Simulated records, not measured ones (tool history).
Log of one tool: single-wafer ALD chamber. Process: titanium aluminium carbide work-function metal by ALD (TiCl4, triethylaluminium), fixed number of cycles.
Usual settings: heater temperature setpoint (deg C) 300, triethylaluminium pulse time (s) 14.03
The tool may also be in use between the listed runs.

run     day  heater temperature setpoint (deg C)  triethylaluminium pulse time (s)  read-back reference wafer on the same gauge, thickness_nm  mean film thickness on the monitor wafer (nm)
  1   0.000                                  300                             14.03                                                      2.244                                          1.980
  2   0.729                                  300                             14.03                                                      2.248                                          1.984
  3   1.000                                  300                             14.03                                                      2.248                                          1.987
  4   1.308                                  300                             14.03                                                      2.251                                          1.988
  5   2.058                                  300                             14.03                                                      2.251                                          1.988
  6   2.729                                  300                              9.56                                                      2.255                                          1.945
      3.488  -- thermocouple changed; heater temperature recalibrated
  7   3.508                                  300                             14.03                                                      2.258                                          1.990
  8   3.921                                  300                             14.03                                                      2.258                                          1.994
  9   4.321                                  312                             12.48                                                      2.256                                          2.089
 10   4.646                                  312                             12.48                                                      2.261                                          2.077
      5.092  -- triethylaluminium bottle replaced
 11   5.371                                  300                             14.03                                                      2.261                                          1.994
 12   5.783                                  300                             14.03                                                      2.264                                          1.999
      6.238  -- showerhead replaced
 13   6.258                                  300                             11.67                                                      2.262                                          1.986
 14   6.517                                  293                             15.69                                                      2.266                                          1.940
 15   7.092                                  287                              8.58                                                      2.268                                          1.843
 16   7.671                                  315                             18.77                                                      2.272                                          2.146
 17   8.408                                  300                             14.03                                                      2.274                                          2.005
 18   8.988                                  300                             14.03                                                      2.276                                          2.004
 19   9.667                                  285                             12.23                                                      2.277                                          1.869
 20   9.971                                  300                             14.03                                                      2.281                                          2.010
 21  10.583                                  314                             18.00                                                      2.284                                          2.146
     10.596  -- gauge calibrated
 22  11.012                                  300                             14.03                                                      2.234                                          1.975
 23  11.450                                  313                             11.75                                                      2.232                                          2.071
 24  11.712                                  289                             11.61                                                      2.233                                          1.870
 25  12.004                                  312                             10.27                                                      2.236                                          2.047
 26  12.658                                  300                             14.03                                                      2.233                                          1.965
 27  13.108                                  300                             18.27                                                      2.234                                          1.972
 28  13.671                                  300                             14.03                                                      2.235                                          1.973
 29  14.362                                  294                              9.40                                                      2.233                                          1.890
 30  14.938                                  300                             14.03                                                      2.237                                          1.969
 31  15.346                                  305                             10.50                                                      2.237                                          1.992
 32  15.708                                  300                             14.03                                                      2.238                                          1.968
 33  16.400                                  300                             14.03                                                      2.237                                          1.975
 34  16.992                                  308                             14.03                                                      2.237                                          2.038

Forecast each of these 3 alternatives for the next run:
  A  17.008                                  300                             18.92                                                          ?                                              ?
  B  17.008                                  305                             18.98                                                          ?                                              ?
  C  17.008                                  311                             16.27                                                          ?                                              ?

run  read-back reference wafer on the same gauge, thickness_nm  mean film thickness on the monitor wafer (nm)
  A                                                      2.239                                          1.986
  B                                                      2.239                                          2.029
  C                                                      2.239                                          2.076
Without the tool's hidden state the same runs would have given:
run  mean film thickness on the monitor wafer (nm)
  A                                          1.979
  B                                          2.022
  C                                          2.069
